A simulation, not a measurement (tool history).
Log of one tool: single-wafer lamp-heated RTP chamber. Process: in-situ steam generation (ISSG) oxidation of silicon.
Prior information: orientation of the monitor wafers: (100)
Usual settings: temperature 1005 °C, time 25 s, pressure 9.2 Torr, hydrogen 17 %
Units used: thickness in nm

| run | hour | temperature | time | pressure | hydrogen | read-back reference wafer on the same gauge, thickness | thickness |
|---|---|---|---|---|---|---|---|
| 1 | 0 | 1010 | 25 | 9.2 | 17 | 6.931 | 5.99 |
| 2 | 37 | 1010 | 25 | 9.2 | 17 | 6.93 | 6.015 |
| 3 | 76.8 | 1010 | 25 | 9.2 | 17 | 6.93 | 6.034 |
| 4 | 103.8 | 1005 | 25 | 9.2 | 17 | 6.929 | 5.904 |
| 5 | 159.1 | 1005 | 25 | 9.2 | 17 | 6.93 | 5.896 |
| 6 | 203.2 | 1005 | 25 | 9.2 | 17 | 6.929 | 5.894 |
| 7 | 352.8 | 1005 | 25 | 9.2 | 17 | 6.933 | 5.888 |
| 8 | 559.5 | 1005 | 25 | 9.2 | 17 | 6.929 | 5.919 |
| 9 | 611.8 | 991 | 19 | 7.9 | 17 | 6.931 | 4.848 |
| 10 | 678.1 | 1005 | 25 | 9.2 | 11 | 6.931 | 5.296 |
| 11 | 726.2 | 1005 | 25 | 9.2 | 22 | 6.932 | 6.173 |
| 12 | 750.8 | 1005 | 25 | 9.8 | 17 | 6.928 | 5.78 |
| 13 | 818.7 | 1005 | 25 | 9.2 | 17 | 6.928 | 5.827 |
| 14 | 874 | 1021 | 25 | 8.4 | 24 | 6.931 | 6.839 |
| 15 | 918 | 1005 | 25 | 9.2 | 17 | 6.931 | 5.838 |

Withheld: 4 entries from between the runs. Position of each, and hidden state at the listed run before versus the listed run after:
Run 7 -> run 8: gauge calibrated (hour 444.2); hydrogen flow controller replaced (hour 559)
  true wafer temperature minus pyrometer reading, K: 3.66 -> 4.22
  the result without the hidden state subtracted from the measured one, thickness: +0.096 -> +0.112 nm
Run 8 -> run 9: pyrometer window cleaned and pyrometer calibrated (hour 601.2)
  true wafer temperature minus pyrometer reading, K: 4.22 -> 0.497
  the result without the hidden state subtracted from the measured one, thickness: +0.112 -> +0.009 nm
Run 10 -> run 11: pressure gauge zeroed (hour 702.1)
  true wafer temperature minus pyrometer reading, K: 0.679 -> 0.811
  the result without the hidden state subtracted from the measured one, thickness: +0.016 -> +0.022 nm
